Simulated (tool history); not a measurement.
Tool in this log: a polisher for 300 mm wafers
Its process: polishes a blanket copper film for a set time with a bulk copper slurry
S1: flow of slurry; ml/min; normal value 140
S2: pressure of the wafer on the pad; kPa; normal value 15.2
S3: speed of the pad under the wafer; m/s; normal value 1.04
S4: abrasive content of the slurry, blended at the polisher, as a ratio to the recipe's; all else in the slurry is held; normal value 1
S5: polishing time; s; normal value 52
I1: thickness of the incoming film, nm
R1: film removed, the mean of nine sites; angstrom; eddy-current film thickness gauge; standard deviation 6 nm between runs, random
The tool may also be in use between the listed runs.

{"run": 1, "hour": 0.0, "S1": 140, "S2": 15.2, "S3": 1.04, "S4": 1, "S5": 52, "I1": 1962.3, "R1": 3884}
{"run": 2, "hour": 69.1, "S1": 140, "S2": 15.2, "S3": 1.04, "S4": 1, "S5": 52, "I1": 1955.7, "R1": 3909}
{"run": 3, "hour": 103.0, "S1": 140, "S2": 15.2, "S3": 1.04, "S4": 1, "S5": 52, "I1": 1974.7, "R1": 3815}
{"hour": 151.8, "done": "worn pad replaced by a new one"}
{"run": 4, "hour": 152.3, "S1": 140, "S2": 15.2, "S3": 1.04, "S4": 1, "S5": 52, "I1": 1959.6, "R1": 3874}
{"run": 5, "hour": 207.2, "S1": 140, "S2": 15.2, "S3": 1.04, "S4": 1, "S5": 52, "I1": 1978.7, "R1": 3816}
{"hour": 246.5, "done": "slurry blender recalibrated"}
{"run": 6, "hour": 249.6, "S1": 140, "S2": 15.2, "S3": 0.86, "S4": 1, "S5": 52, "I1": 2020.5, "R1": 3072}
{"hour": 282.1, "done": "slurry nozzle cleaned"}
{"run": 7, "hour": 292.8, "S1": 140, "S2": 15.2, "S3": 0.96, "S4": 1, "S5": 52, "I1": 2000.4, "R1": 3592}
{"run": 8, "hour": 327.7, "S1": 140, "S2": 15.2, "S3": 1.04, "S4": 1, "S5": 52, "I1": 1970.8, "R1": 4114}
{"run": 9, "hour": 352.7, "S1": 140, "S2": 15.2, "S3": 1.04, "S4": 1, "S5": 52, "I1": 1990.7, "R1": 4041}
{"run": 10, "hour": 398.4, "S1": 140, "S2": 15.2, "S3": 1.04, "S4": 1, "S5": 52, "I1": 1980.6, "R1": 3984}
{"hour": 432.2, "done": "worn pad replaced by a new one"}
{"run": 11, "hour": 432.7, "S1": 140, "S2": 15.2, "S3": 1.04, "S4": 1, "S5": 52, "I1": 1991.9, "R1": 3932}
{"run": 12, "hour": 499.7, "S1": 140, "S2": 15.2, "S3": 1.04, "S4": 1, "S5": 52, "I1": 1956.7, "R1": 3934}
{"run": 13, "hour": 524.4, "S1": 105, "S2": 15.2, "S3": 1.04, "S4": 1, "S5": 52, "I1": 2008.6, "R1": 3542}
{"hour": 530.6, "done": "slurry blender recalibrated"}
{"run": 14, "hour": 570.1, "S1": 105, "S2": 15.2, "S3": 1.04, "S4": 1, "S5": 52, "I1": 2013.3, "R1": 3620}
{"run": 15, "hour": 628.3, "S1": 105, "S2": 15.2, "S3": 1.04, "S4": 1, "S5": 52, "I1": 1989.7, "R1": 3608}
{"hour": 685.8, "done": "worn pad replaced by a new one"}
{"run": 16, "hour": 772.7, "S1": 140, "S2": 15.2, "S3": 1.04, "S4": 1, "S5": 52, "I1": 1965.5, "R1": 3724}
{"run": 17, "hour": 839.0, "S1": 140, "S2": 15.2, "S3": 1.04, "S4": 1, "S5": 45, "I1": 1958.4, "R1": 3136}
{"hour": 845.3, "done": "slurry blender recalibrated"}
{"run": 18, "hour": 873.3, "S1": 155, "S2": 15.2, "S3": 1.32, "S4": 1.25, "S5": 46, "I1": 1956.1, "R1": 4436}
{"run": 19, "hour": 915.8, "S1": 115, "S2": 15.2, "S3": 1.04, "S4": 0.9, "S5": 52, "I1": 1995, "R1": 3318}
{"run": 20, "hour": 943.8, "S1": 140, "S2": 15.2, "S3": 1.04, "S4": 1, "S5": 52, "I1": 2011.9, "R1": 3588}
{"hour": 976.4, "done": "worn pad replaced by a new one"}
{"run": 21, "hour": 1007.0, "S1": 140, "S2": 15.2, "S3": 1.04, "S4": 0.9, "S5": 69, "I1": 1994.1, "R1": 4575}
{"hour": 1014.6, "done": "head pressure recalibrated"}
{"run": 22, "hour": 1038.1, "S1": 140, "S2": 11, "S3": 1.04, "S4": 1, "S5": 62, "I1": 1947.8, "R1": 3562}
{"run": 23, "hour": 1072.3, "S1": 140, "S2": 15.2, "S3": 1.04, "S4": 1, "S5": 52, "I1": 1949, "R1": 3866}
{"hour": 1094.5, "done": "slurry nozzle cleaned"}
{"run": 24, "hour": 1101.5, "S1": 140, "S2": 11, "S3": 0.8, "S4": 1, "S5": 65, "I1": 1993.5, "R1": 3091}
{"hour": 1126.0, "done": "slurry blender recalibrated"}
{"run": 25, "hour": 1156.9, "S1": 140, "S2": 15.2, "S3": 1.04, "S4": 1, "S5": 52, "I1": 1940.5, "R1": 4221}
{"run": 26, "hour": 1218.0, "S1": 140, "S2": 15.2, "S3": 1.04, "S4": 1, "S5": 52, "I1": 1970.7, "R1": 4118}
{"run": 27, "hour": 1248.0, "S1": 155, "S2": 18.6, "S3": 1.26, "S4": 1, "S5": 52, "I1": 1986.2, "R1": 5968}
{"run": 28, "hour": 1290.6, "S1": 115, "S2": 15.2, "S3": 1.14, "S4": 1, "S5": 40, "I1": 1970, "R1": 3263}
{"hour": 1300.4, "done": "worn pad replaced by a new one"}
{"run": 29, "hour": 1339.7, "S1": 140, "S2": 15.2, "S3": 1.04, "S4": 1, "S5": 52, "I1": 1989.5, "R1": 4028}
{"hour": 1379.8, "done": "slurry blender recalibrated"}
{"run": 30, "hour": 1388.9, "S1": 155, "S2": 15.2, "S3": 1.04, "S4": 1, "S5": 62, "I1": 1984.2, "R1": 4798}
{"run": 31, "hour": 1460.3, "S1": 140, "S2": 15.2, "S3": 0.92, "S4": 1, "S5": 52, "I1": 2008.4, "R1": 3536}

Below, some changes in R1 between adjacent runs. For each, the amount present without the hidden state too (settings, incoming material, random variation) and the amount remaining for the hidden state with gauge scatter not shared by both compared results:
What the log doesn't record here: removal rate lost through wear of the pad, %; slurry flow missing at the pad, %; deviation of the head's pressure from its setpoint, %; abrasive missing from the slurry, %.
Run 17 -> 18: S1 140 -> 155, S3 1.04 -> 1.32, S4 1 -> 1.25, S5 45 -> 46, slurry blender recalibrated. R1 +1300 angstrom: hidden state -247, all else +1547.
Run 20 -> 21: S4 1 -> 0.9, S5 52 -> 69, worn pad replaced by a new one. R1 +987 angstrom: hidden state -296, all else +1283.
Run 21 -> 22: S2 15.2 -> 11, S4 0.9 -> 1, S5 69 -> 62, head pressure recalibrated. R1 -1013 angstrom: hidden state +653, all else -1666.
Run 23 -> 24: S2 15.2 -> 11, S3 1.04 -> 0.8, S5 52 -> 65, slurry nozzle cleaned. R1 -775 angstrom: hidden state +411, all else -1186.
Run 26 -> 27: S1 140 -> 155, S2 15.2 -> 18.6, S3 1.04 -> 1.26. R1 +1850 angstrom: hidden state -96, all else +1946.
Run 27 -> 28: S1 155 -> 115, S2 18.6 -> 15.2, S3 1.26 -> 1.14, S5 52 -> 40. R1 -2705 angstrom: hidden state +72, all else -2777.

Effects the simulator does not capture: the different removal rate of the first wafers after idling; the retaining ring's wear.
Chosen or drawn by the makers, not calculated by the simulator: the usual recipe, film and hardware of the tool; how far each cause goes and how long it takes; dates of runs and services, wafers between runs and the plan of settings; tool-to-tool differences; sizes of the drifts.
